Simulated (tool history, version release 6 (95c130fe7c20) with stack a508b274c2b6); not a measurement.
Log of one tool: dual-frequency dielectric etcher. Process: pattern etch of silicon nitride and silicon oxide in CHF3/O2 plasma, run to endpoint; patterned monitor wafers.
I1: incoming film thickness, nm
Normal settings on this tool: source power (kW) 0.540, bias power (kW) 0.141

run 1 hour=0.0 | source_power_(kW)=0.540 bias_power_(kW)=0.154 | I1=205.1 | endpoint_time_(s)=139.1
run 2 hour=17.6 | source_power_(kW)=0.540 bias_power_(kW)=0.154 | I1=203.0 | endpoint_time_(s)=137.1
run 3 hour=69.4 | source_power_(kW)=0.540 bias_power_(kW)=0.141 | I1=204.5 | endpoint_time_(s)=140.6
run 4 hour=94.3 | source_power_(kW)=0.620 bias_power_(kW)=0.141 | I1=202.8 | endpoint_time_(s)=131.9
run 5 hour=128.3 | source_power_(kW)=0.620 bias_power_(kW)=0.141 | I1=202.9 | endpoint_time_(s)=132.5
-- hour=146.6 bias power generator calibrated
run 6 hour=158.4 | source_power_(kW)=0.540 bias_power_(kW)=0.141 | I1=203.6 | endpoint_time_(s)=138.3
run 7 hour=184.3 | source_power_(kW)=0.540 bias_power_(kW)=0.141 | I1=205.9 | endpoint_time_(s)=139.9
-- hour=219.6 wet clean of the chamber, repeated, since the last time left the tool worse
run 8 hour=247.3 | source_power_(kW)=0.540 bias_power_(kW)=0.141 | I1=203.4 | endpoint_time_(s)=147.1
run 9 hour=274.9 | source_power_(kW)=0.540 bias_power_(kW)=0.158 | I1=205.8 | endpoint_time_(s)=145.1
run 10 hour=302.4 | source_power_(kW)=0.540 bias_power_(kW)=0.141 | I1=202.9 | endpoint_time_(s)=147.0
run 11 hour=325.4 | source_power_(kW)=0.540 bias_power_(kW)=0.141 | I1=204.2 | endpoint_time_(s)=146.8
run 12 hour=360.5 | source_power_(kW)=0.460 bias_power_(kW)=0.168 | I1=203.7 | endpoint_time_(s)=150.5
run 13 hour=379.9 | source_power_(kW)=0.630 bias_power_(kW)=0.151 | I1=205.7 | endpoint_time_(s)=137.2
run 14 hour=403.9 | source_power_(kW)=0.540 bias_power_(kW)=0.141 | I1=201.6 | endpoint_time_(s)=145.1
run 15 hour=419.1 | source_power_(kW)=0.640 bias_power_(kW)=0.156 | I1=205.2 | endpoint_time_(s)=135.7
-- hour=436.5 source power generator calibrated
run 16 hour=437.0 | source_power_(kW)=0.420 bias_power_(kW)=0.123 | I1=204.1 | endpoint_time_(s)=165.6
-- hour=479.0 upper electrode replaced
run 17 hour=479.5 | source_power_(kW)=0.470 bias_power_(kW)=0.112 | I1=206.0 | endpoint_time_(s)=161.9
run 18 hour=482.4 | source_power_(kW)=0.650 bias_power_(kW)=0.141 | I1=203.3 | endpoint_time_(s)=134.8
run 19 hour=507.1 | source_power_(kW)=0.450 bias_power_(kW)=0.118 | I1=204.6 | endpoint_time_(s)=161.5
-- hour=548.1 wet clean of the chamber
run 20 hour=548.6 | source_power_(kW)=0.540 bias_power_(kW)=0.172 | I1=205.9 | endpoint_time_(s)=145.1
run 21 hour=561.7 | source_power_(kW)=0.540 bias_power_(kW)=0.155 | I1=204.5 | endpoint_time_(s)=146.0
run 22 hour=576.8 | source_power_(kW)=0.540 bias_power_(kW)=0.141 | I1=203.6 | endpoint_time_(s)=148.5
run 23 hour=589.4 | source_power_(kW)=0.430 bias_power_(kW)=0.167 | I1=204.4 | endpoint_time_(s)=154.9
run 24 hour=611.7 | source_power_(kW)=0.590 bias_power_(kW)=0.116 | I1=201.0 | endpoint_time_(s)=146.7
run 25 hour=628.6 | source_power_(kW)=0.640 bias_power_(kW)=0.118 | I1=202.9 | endpoint_time_(s)=143.2
run 26 hour=659.5 | source_power_(kW)=0.630 bias_power_(kW)=0.130 | I1=203.7 | endpoint_time_(s)=141.5
run 27 hour=676.1 | source_power_(kW)=0.500 bias_power_(kW)=0.168 | I1=202.6 | endpoint_time_(s)=143.9
run 28 hour=688.5 | source_power_(kW)=0.440 bias_power_(kW)=0.164 | I1=205.0 | endpoint_time_(s)=153.2
run 29 hour=712.1 | source_power_(kW)=0.540 bias_power_(kW)=0.141 | I1=206.3 | endpoint_time_(s)=148.9
run 30 hour=744.5 | source_power_(kW)=0.540 bias_power_(kW)=0.154 | I1=203.0 | endpoint_time_(s)=142.7
run 31 hour=774.5 | source_power_(kW)=0.540 bias_power_(kW)=0.141 | I1=202.9 | endpoint_time_(s)=145.3
run 32 hour=798.2 | source_power_(kW)=0.410 bias_power_(kW)=0.141 | I1=202.0 | endpoint_time_(s)=160.7
run 33 hour=822.7 | source_power_(kW)=0.580 bias_power_(kW)=0.154 | I1=203.1 | endpoint_time_(s)=138.2
run 34 hour=843.0 | source_power_(kW)=0.540 bias_power_(kW)=0.120 | I1=203.7 | endpoint_time_(s)=149.8
run 35 hour=875.0 | source_power_(kW)=0.540 bias_power_(kW)=0.141 | I1=204.3 | endpoint_time_(s)=145.8
run 36 hour=901.4 | source_power_(kW)=0.590 bias_power_(kW)=0.141 | I1=203.9 | endpoint_time_(s)=139.8

Alternative continuations, all from the tool just after run 36; predict every row:
run A hour=901.9 | source_power_(kW)=0.540 bias_power_(kW)=0.141 | I1=202.5 | endpoint_time_(s)=?
run B hour=901.9 | source_power_(kW)=0.580 bias_power_(kW)=0.171 | I1=202.5 | endpoint_time_(s)=?
run C hour=901.9 | source_power_(kW)=0.580 bias_power_(kW)=0.164 | I1=202.5 | endpoint_time_(s)=?

run=A endpoint_time_(s)=144.0
run=B endpoint_time_(s)=134.4
run=C endpoint_time_(s)=135.7
Stripped of hidden state, with their random variation kept, the same runs would have yielded:
run=A endpoint_time_(s)=147.4
run=B endpoint_time_(s)=137.5
run=C endpoint_time_(s)=138.9

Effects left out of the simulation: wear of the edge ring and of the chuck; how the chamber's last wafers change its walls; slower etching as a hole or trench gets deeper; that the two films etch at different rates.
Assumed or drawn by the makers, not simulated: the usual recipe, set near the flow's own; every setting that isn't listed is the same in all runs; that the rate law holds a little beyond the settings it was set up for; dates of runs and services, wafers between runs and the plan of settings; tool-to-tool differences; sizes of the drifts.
